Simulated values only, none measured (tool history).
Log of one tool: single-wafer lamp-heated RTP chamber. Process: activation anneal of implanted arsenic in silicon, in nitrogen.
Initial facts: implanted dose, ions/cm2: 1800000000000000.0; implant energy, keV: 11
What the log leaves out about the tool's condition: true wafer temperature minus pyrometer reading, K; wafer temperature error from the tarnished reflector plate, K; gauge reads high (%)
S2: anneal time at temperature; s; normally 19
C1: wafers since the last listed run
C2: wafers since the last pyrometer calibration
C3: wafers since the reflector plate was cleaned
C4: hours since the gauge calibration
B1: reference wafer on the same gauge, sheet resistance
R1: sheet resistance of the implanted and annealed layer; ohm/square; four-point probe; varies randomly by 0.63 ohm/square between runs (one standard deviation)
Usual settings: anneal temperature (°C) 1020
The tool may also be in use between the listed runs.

Run 1, hour 0: usual settings; C1 0; C2 3708; C3 992; C4 933.3; B1 117.2. Result: R1 109.67 ohm/square.
Run 2, hour 65.5: usual settings but S2 27 s; C1 817; C2 4525; C3 1809; C4 998.8; B1 116.9. Result: R1 100.72 ohm/square.
Run 3, hour 135.3: usual settings but S2 27 s; C1 870; C2 5396; C3 2680; C4 1068.6; B1 117.07. Result: R1 101.25 ohm/square.
Run 4, hour 180.2: usual settings but S2 27 s; C1 560; C2 5956; C3 3241; C4 1113.5; B1 117.02. Result: R1 99.35 ohm/square.
At hour 195.5: pyrometer window cleaned and pyrometer calibrated.
Run 5, hour 228.2: usual settings but anneal temperature (°C) 1012, S2 16 s; C1 499; C2 408; C3 3740; C4 1161.5; B1 117.15. Result: R1 123.08 ohm/square.
Run 6, hour 261.2: usual settings but anneal temperature (°C) 1012, S2 16 s; C1 411; C2 820; C3 4152; C4 1194.5; B1 116.93. Result: R1 122.6 ohm/square.
Run 7, hour 320.7: usual settings but anneal temperature (°C) 1012, S2 16 s; C1 742; C2 1562; C3 4894; C4 1254; B1 116.92. Result: R1 121.52 ohm/square.
Run 8, hour 347.5: usual settings; C1 334; C2 1896; C3 5228; C4 1280.8; B1 116.83. Result: R1 110.36 ohm/square.
Run 9, hour 384.9: usual settings; C1 466; C2 2363; C3 5695; C4 1318.2; B1 117.06. Result: R1 109.7 ohm/square.
Run 10, hour 418.4: usual settings; C1 418; C2 2781; C3 6113; C4 1351.7; B1 116.87. Result: R1 108.28 ohm/square.
Run 11, hour 473.2: usual settings; C1 683; C2 3465; C3 6797; C4 1406.5; B1 117.17. Result: R1 109.15 ohm/square.
Run 12, hour 521.9: usual settings but anneal temperature (°C) 1043, S2 15 s; C1 607; C2 4073; C3 7405; C4 1455.2; B1 117.13. Result: R1 99.49 ohm/square.
At hour 584.1: pyrometer window cleaned and pyrometer calibrated.
Run 13, hour 584.6: usual settings; C1 682; C2 6; C3 8087; C4 1517.9; B1 117.06. Result: R1 113.27 ohm/square.
Run 14, hour 654.8: usual settings; C1 875; C2 882; C3 8963; C4 1588.1; B1 116.79. Result: R1 111.9 ohm/square.
Run 15, hour 714.2: usual settings; C1 741; C2 1623; C3 9704; C4 1647.5; B1 117.2. Result: R1 110.11 ohm/square.
At hour 752.6: reflector plate cleaned.
Run 16, hour 761.8: usual settings; C1 494; C2 2118; C3 114; C4 1695.1; B1 116.89. Result: R1 110.03 ohm/square.
At hour 768: gauge calibrated.
Run 17, hour 821.6: usual settings but S2 15 s; C1 746; C2 2864; C3 860; C4 53.6; B1 116.74. Result: R1 114.94 ohm/square.
Run 18, hour 879.3: usual settings but anneal temperature (°C) 1012, S2 16 s; C1 719; C2 3584; C3 1580; C4 111.3; B1 117.09. Result: R1 118.6 ohm/square.
Run 19, hour 948.9: usual settings; C1 868; C2 4452; C3 2449; C4 180.9; B1 117.26. Result: R1 109.24 ohm/square.
Run 20, hour 976.4: usual settings but anneal temperature (°C) 1004, S2 13 s; C1 343; C2 4795; C3 2792; C4 208.4; B1 117.21. Result: R1 131.57 ohm/square.
Run 21, hour 1023.4: usual settings but S2 28 s; C1 586; C2 5382; C3 3378; C4 255.4; B1 116.86. Result: R1 100.33 ohm/square.
Run 22, hour 1057.2: usual settings but anneal temperature (°C) 1002, S2 10 s; C1 421; C2 5804; C3 3800; C4 289.2; B1 117.04. Result: R1 139.95 ohm/square.
At hour 1086.2: pyrometer window cleaned and pyrometer calibrated.
Run 23, hour 1097.4: usual settings but anneal temperature (°C) 995, S2 23 s; C1 401; C2 139; C3 4202; C4 329.4; B1 116.92. Result: R1 129.45 ohm/square.
Run 24, hour 1141.1: usual settings but anneal temperature (°C) 995, S2 23 s; C1 545; C2 684; C3 4747; C4 373.1; B1 116.88. Result: R1 128.49 ohm/square.
Run 25, hour 1193.5: usual settings but anneal temperature (°C) 1047, S2 24 s; C1 653; C2 1338; C3 5401; C4 425.5; B1 117.05. Result: R1 89.23 ohm/square.
Run 26, hour 1218.4: usual settings but S2 24 s; C1 310; C2 1649; C3 5712; C4 450.4; B1 116.91. Result: R1 105.15 ohm/square.
Run 27, hour 1252: usual settings but anneal temperature (°C) 1029, S2 27 s; C1 419; C2 2068; C3 6131; C4 484; B1 116.91. Result: R1 96.14 ohm/square.
Run 28, hour 1276.3: usual settings but anneal temperature (°C) 1032, S2 12 s; C1 303; C2 2371; C3 6434; C4 508.3; B1 117.11. Result: R1 113.99 ohm/square.
Run 29, hour 1343.9: usual settings; C1 843; C2 3215; C3 7278; C4 575.9; B1 117.02. Result: R1 109.12 ohm/square.
Run 30, hour 1409.6: usual settings but anneal temperature (°C) 1009, S2 27 s; C1 819; C2 4035; C3 8098; C4 641.6; B1 116.83. Result: R1 109.26 ohm/square.
Run 31, hour 1437.1: usual settings; C1 343; C2 4378; C3 8441; C4 669.1; B1 117.07. Result: R1 109.83 ohm/square.
Run 32, hour 1463.8: usual settings but anneal temperature (°C) 1050; C1 333; C2 4711; C3 8774; C4 695.8; B1 117.02. Result: R1 91.43 ohm/square.

State the hidden condition of the tool at each of the runs:
wafer temperature error from the tarnished reflector plate, K: 0 on each run
gauge reads high (%): 0 on each run
H1: true wafer temperature minus pyrometer reading, K
run     H1
  1   7.06
  2   7.39
  3   7.61
  4    7.7
  5   2.46
  6   3.57
  7   5.05
  8   5.55
  9   6.11
 10   6.51
 11   6.99
 12    7.3
 13  0.725
 14   3.33
 15   4.76
 16   5.56
 17   6.27
 18   6.72
 19   7.09
 20   7.19
 21   7.33
 22   7.41
 23  0.798
 24   2.44
 25   3.87
 26    4.4
 27   4.98
 28   5.33
 29   6.04
 30   6.49
 31   6.62
 32   6.73
